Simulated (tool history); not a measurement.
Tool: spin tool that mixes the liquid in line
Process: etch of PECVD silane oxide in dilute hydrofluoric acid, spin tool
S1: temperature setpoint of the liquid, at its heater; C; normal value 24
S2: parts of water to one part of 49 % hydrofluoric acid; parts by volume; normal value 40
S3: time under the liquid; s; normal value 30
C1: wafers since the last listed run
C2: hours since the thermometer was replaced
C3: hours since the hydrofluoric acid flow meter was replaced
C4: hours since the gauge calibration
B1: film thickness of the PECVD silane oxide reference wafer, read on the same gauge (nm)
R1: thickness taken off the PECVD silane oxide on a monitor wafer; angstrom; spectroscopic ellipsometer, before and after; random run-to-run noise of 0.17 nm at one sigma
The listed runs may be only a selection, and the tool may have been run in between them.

{"run": 1, "hour": 0.0, "S1": 27.5, "S2": 40, "S3": 30, "C1": 0, "C2": 961.9, "C3": 2053.9, "C4": 139.3, "B1": 139.99, "R1": 289}
{"run": 2, "hour": 14.4, "S1": 26.5, "S2": 40, "S3": 30, "C1": 156, "C2": 976.3, "C3": 2068.3, "C4": 153.7, "B1": 139.97, "R1": 276.5}
{"run": 3, "hour": 25.1, "S1": 22, "S2": 40, "S3": 35, "C1": 116, "C2": 987, "C3": 2079, "C4": 164.4, "B1": 140, "R1": 270.2}
{"hour": 29.5, "done": "thermometer replaced"}
{"run": 4, "hour": 42.7, "S1": 27.5, "S2": 40, "S3": 35, "C1": 180, "C2": 13.2, "C3": 2096.6, "C4": 182, "B1": 139.99, "R1": 368.2}
{"run": 5, "hour": 54.8, "S1": 27.5, "S2": 40, "S3": 35, "C1": 131, "C2": 25.3, "C3": 2108.7, "C4": 194.1, "B1": 140.02, "R1": 370.8}
{"run": 6, "hour": 70.2, "S1": 27.5, "S2": 40, "S3": 35, "C1": 167, "C2": 40.7, "C3": 2124.1, "C4": 209.5, "B1": 140.05, "R1": 365.6}
{"run": 7, "hour": 82.2, "S1": 21.5, "S2": 40, "S3": 30, "C1": 130, "C2": 52.7, "C3": 2136.1, "C4": 221.5, "B1": 140, "R1": 246.6}
{"run": 8, "hour": 132.4, "S1": 21.5, "S2": 40, "S3": 30, "C1": 544, "C2": 102.9, "C3": 2186.3, "C4": 271.7, "B1": 140, "R1": 245.9}
{"run": 9, "hour": 145.8, "S1": 20.5, "S2": 45, "S3": 50, "C1": 145, "C2": 116.3, "C3": 2199.7, "C4": 285.1, "B1": 140, "R1": 349.8}
{"hour": 168.1, "done": "gauge calibrated"}
{"run": 10, "hour": 169.0, "S1": 24, "S2": 40, "S3": 50, "C1": 251, "C2": 139.5, "C3": 2222.9, "C4": 0.9, "B1": 140.03, "R1": 455.3}
{"run": 11, "hour": 179.3, "S1": 27, "S2": 25, "S3": 15, "C1": 111, "C2": 149.8, "C3": 2233.2, "C4": 11.2, "B1": 140.02, "R1": 253.2}
{"run": 12, "hour": 197.0, "S1": 27, "S2": 40, "S3": 30, "C1": 192, "C2": 167.5, "C3": 2250.9, "C4": 28.9, "B1": 140.02, "R1": 307.7}
{"run": 13, "hour": 211.5, "S1": 24, "S2": 35, "S3": 30, "C1": 157, "C2": 182, "C3": 2265.4, "C4": 43.4, "B1": 140, "R1": 314.3}
{"run": 14, "hour": 217.7, "S1": 24, "S2": 40, "S3": 40, "C1": 67, "C2": 188.2, "C3": 2271.6, "C4": 49.6, "B1": 139.99, "R1": 365}
{"run": 15, "hour": 227.6, "S1": 24, "S2": 40, "S3": 30, "C1": 107, "C2": 198.1, "C3": 2281.5, "C4": 59.5, "B1": 140, "R1": 274}
{"run": 16, "hour": 239.5, "S1": 28, "S2": 40, "S3": 20, "C1": 129, "C2": 210, "C3": 2293.4, "C4": 71.4, "B1": 140.01, "R1": 213.2}
{"hour": 243.7, "done": "hydrofluoric acid flow meter replaced"}
{"run": 17, "hour": 253.4, "S1": 27, "S2": 35, "S3": 40, "C1": 140, "C2": 223.9, "C3": 9.7, "C4": 85.3, "B1": 140, "R1": 419.7}
{"run": 18, "hour": 263.8, "S1": 24, "S2": 50, "S3": 30, "C1": 112, "C2": 234.3, "C3": 20.1, "C4": 95.7, "B1": 140.01, "R1": 188.1}
{"run": 19, "hour": 271.4, "S1": 24, "S2": 55, "S3": 30, "C1": 82, "C2": 241.9, "C3": 27.7, "C4": 103.3, "B1": 140.03, "R1": 168.3}
{"run": 20, "hour": 284.1, "S1": 24, "S2": 40, "S3": 30, "C1": 137, "C2": 254.6, "C3": 40.4, "C4": 116, "B1": 140, "R1": 238.4}
{"run": 21, "hour": 296.1, "S1": 28.5, "S2": 40, "S3": 30, "C1": 130, "C2": 266.6, "C3": 52.4, "C4": 128, "B1": 139.99, "R1": 287.8}
{"run": 22, "hour": 306.7, "S1": 24, "S2": 45, "S3": 30, "C1": 115, "C2": 277.2, "C3": 63, "C4": 138.6, "B1": 139.98, "R1": 212.7}
{"run": 23, "hour": 314.6, "S1": 26.5, "S2": 50, "S3": 15, "C1": 85, "C2": 285.1, "C3": 70.9, "C4": 146.5, "B1": 140.04, "R1": 104.3}
{"run": 24, "hour": 324.3, "S1": 24, "S2": 60, "S3": 30, "C1": 105, "C2": 294.8, "C3": 80.6, "C4": 156.2, "B1": 140.01, "R1": 156.4}
{"run": 25, "hour": 340.0, "S1": 22, "S2": 50, "S3": 20, "C1": 170, "C2": 310.5, "C3": 96.3, "C4": 171.9, "B1": 139.98, "R1": 114.7}
{"run": 26, "hour": 357.4, "S1": 24, "S2": 45, "S3": 45, "C1": 188, "C2": 327.9, "C3": 113.7, "C4": 189.3, "B1": 139.99, "R1": 313.4}
{"run": 27, "hour": 365.9, "S1": 24, "S2": 40, "S3": 30, "C1": 92, "C2": 336.4, "C3": 122.2, "C4": 197.8, "B1": 139.99, "R1": 239.2}
{"run": 28, "hour": 373.0, "S1": 26, "S2": 30, "S3": 30, "C1": 77, "C2": 343.5, "C3": 129.3, "C4": 204.9, "B1": 140, "R1": 349.4}
{"run": 29, "hour": 383.1, "S1": 24, "S2": 40, "S3": 30, "C1": 109, "C2": 353.6, "C3": 139.4, "C4": 215, "B1": 139.99, "R1": 237.5}
{"run": 30, "hour": 395.8, "S1": 24, "S2": 40, "S3": 30, "C1": 137, "C2": 366.3, "C3": 152.1, "C4": 227.7, "B1": 140.02, "R1": 242.3}
{"run": 31, "hour": 405.1, "S1": 21, "S2": 55, "S3": 40, "C1": 100, "C2": 375.6, "C3": 161.4, "C4": 237, "B1": 139.98, "R1": 201}
{"run": 32, "hour": 416.2, "S1": 24, "S2": 40, "S3": 30, "C1": 120, "C2": 386.7, "C3": 172.5, "C4": 248.1, "B1": 139.99, "R1": 237.5}
{"run": 33, "hour": 424.3, "S1": 24, "S2": 40, "S3": 30, "C1": 87, "C2": 394.8, "C3": 180.6, "C4": 256.2, "B1": 140, "R1": 239.4}

For some of the steps in R1 from one run to the next: how much would appear even if the tool had no hidden state, given the settings, what came in and random variation, and how much remains for the hidden state plus any gauge scatter that the measured result and the result without hidden state don't share?
Hidden state at play: liquid colder than its thermometer reads (K); hydrofluoric acid flow above the setpoint (%); gauge reads high (%).
Run 3 -> 4: S1 22 -> 27.5, thermometer replaced. R1 +98 angstrom: hidden state +36.7, all else +61.3.
Run 10 -> 11: S1 24 -> 27, S2 40 -> 25, S3 50 -> 15. R1 -202.1 angstrom: hidden state -21.9, all else -180.2.
Run 16 -> 17: S1 28 -> 27, S2 40 -> 35, S3 20 -> 40, hydrofluoric acid flow meter replaced. R1 +206.5 angstrom: hidden state -30.1, all else +236.6.
Run 17 -> 18: S1 27 -> 24, S2 35 -> 50, S3 40 -> 30. R1 -231.6 angstrom: hidden state +4.3, all else -235.9.
